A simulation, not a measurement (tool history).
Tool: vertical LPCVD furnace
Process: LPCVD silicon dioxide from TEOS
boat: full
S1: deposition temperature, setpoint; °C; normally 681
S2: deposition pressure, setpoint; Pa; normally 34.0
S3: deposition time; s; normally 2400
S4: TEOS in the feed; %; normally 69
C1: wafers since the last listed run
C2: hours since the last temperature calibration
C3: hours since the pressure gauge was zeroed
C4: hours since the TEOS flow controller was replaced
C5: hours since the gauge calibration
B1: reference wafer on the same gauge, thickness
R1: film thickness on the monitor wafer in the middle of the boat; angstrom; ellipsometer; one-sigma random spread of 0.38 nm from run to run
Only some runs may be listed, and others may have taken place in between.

run 1 day=0.000 | S1=681 S2=34.0 S3=3150 S4=69 | C1=0 C2=4952.2 C3=1103.8 C4=2197.0 C5=305.4 | B1=184.92 | R1=2439.1
run 2 day=2.254 | S1=681 S2=34.0 S3=3150 S4=69 | C1=813 C2=5006.3 C3=1157.9 C4=2251.1 C5=359.5 | B1=184.94 | R1=2431.7
run 3 day=4.475 | S1=681 S2=34.0 S3=3150 S4=69 | C1=801 C2=5059.6 C3=1211.2 C4=2304.4 C5=412.8 | B1=185.01 | R1=2439.6
run 4 day=6.725 | S1=681 S2=34.0 S3=2400 S4=69 | C1=811 C2=5113.6 C3=1265.2 C4=2358.4 C5=466.8 | B1=185.12 | R1=1862.5
run 5 day=8.733 | S1=681 S2=34.0 S3=2400 S4=69 | C1=724 C2=5161.8 C3=1313.4 C4=2406.6 C5=515.0 | B1=185.00 | R1=1863.7
run 6 day=9.842 | S1=681 S2=34.0 S3=2400 S4=69 | C1=399 C2=5188.4 C3=1340.0 C4=2433.2 C5=541.6 | B1=185.01 | R1=1861.1
run 7 day=12.396 | S1=681 S2=34.0 S3=2400 S4=69 | C1=921 C2=5249.7 C3=1401.3 C4=2494.5 C5=602.9 | B1=184.96 | R1=1864.5
-- day=12.979 gauge calibrated
-- day=13.629 pressure gauge zeroed
run 8 day=14.058 | S1=681 S2=34.0 S3=2400 S4=69 | C1=238 C2=5289.6 C3=10.3 C4=2534.4 C5=25.9 | B1=184.91 | R1=1857.2
run 9 day=16.583 | S1=681 S2=34.0 S3=2400 S4=69 | C1=910 C2=5350.2 C3=70.9 C4=2595.0 C5=86.5 | B1=184.91 | R1=1860.8
-- day=18.258 thermocouples replaced and temperature profile calibrated
run 10 day=18.279 | S1=684 S2=34.0 S3=2400 S4=69 | C1=250 C2=0.5 C3=111.6 C4=2635.7 C5=127.2 | B1=185.08 | R1=1996.6
run 11 day=20.821 | S1=681 S2=34.0 S3=2400 S4=61 | C1=916 C2=61.5 C3=172.6 C4=2696.7 C5=188.2 | B1=184.95 | R1=1746.0
run 12 day=23.479 | S1=681 S2=34.0 S3=2820 S4=63 | C1=958 C2=125.3 C3=236.4 C4=2760.5 C5=252.0 | B1=185.13 | R1=2092.5
-- day=25.708 TEOS flow controller replaced
run 13 day=25.729 | S1=672 S2=34.0 S3=2400 S4=69 | C1=450 C2=179.3 C3=290.4 C4=0.5 C5=306.0 | B1=184.98 | R1=1494.4
run 14 day=26.592 | S1=690 S2=34.0 S3=1440 S4=69 | C1=311 C2=200.0 C3=311.1 C4=21.2 C5=326.7 | B1=185.04 | R1=1387.7
run 15 day=28.921 | S1=681 S2=30.7 S3=1770 S4=64 | C1=840 C2=255.9 C3=367.0 C4=77.1 C5=382.6 | B1=184.93 | R1=1256.9
run 16 day=30.654 | S1=693 S2=34.0 S3=3030 S4=75 | C1=625 C2=297.5 C3=408.6 C4=118.7 C5=424.2 | B1=185.03 | R1=3265.2
run 17 day=32.321 | S1=681 S2=34.0 S3=2400 S4=69 | C1=601 C2=337.5 C3=448.6 C4=158.7 C5=464.2 | B1=185.02 | R1=1863.4
run 18 day=34.417 | S1=681 S2=34.0 S3=1920 S4=69 | C1=755 C2=387.8 C3=498.9 C4=209.0 C5=514.5 | B1=185.06 | R1=1488.8

Below are 5 alternative next runs, each starting from the tool's condition after run 18. Predict each:
run A day=34.642 | S1=681 S2=34.0 S3=2400 S4=80 | C1=81 C2=393.2 C3=504.3 C4=214.4 C5=519.9 | B1=? | R1=?
run B day=34.642 | S1=681 S2=41.3 S3=2400 S4=74 | C1=81 C2=393.2 C3=504.3 C4=214.4 C5=519.9 | B1=? | R1=?
run C day=34.642 | S1=681 S2=34.0 S3=2400 S4=64 | C1=81 C2=393.2 C3=504.3 C4=214.4 C5=519.9 | B1=? | R1=?
run D day=34.642 | S1=681 S2=42.0 S3=1680 S4=79 | C1=81 C2=393.2 C3=504.3 C4=214.4 C5=519.9 | B1=? | R1=?
run E day=34.642 | S1=681 S2=36.7 S3=2400 S4=69 | C1=81 C2=393.2 C3=504.3 C4=214.4 C5=519.9 | B1=? | R1=?

run=A B1=185.02 R1=2003.5
run=B B1=185.02 R1=2124.6
run=C B1=185.02 R1=1792.0
run=D B1=185.02 R1=1549.0
run=E B1=185.02 R1=1932.2
With the hidden condition removed and each run's random variation left untouched, the same runs would have given:
run=A R1=2003.5
run=B R1=2124.6
run=C R1=1792.0
run=D R1=1549.0
run=E R1=1932.2

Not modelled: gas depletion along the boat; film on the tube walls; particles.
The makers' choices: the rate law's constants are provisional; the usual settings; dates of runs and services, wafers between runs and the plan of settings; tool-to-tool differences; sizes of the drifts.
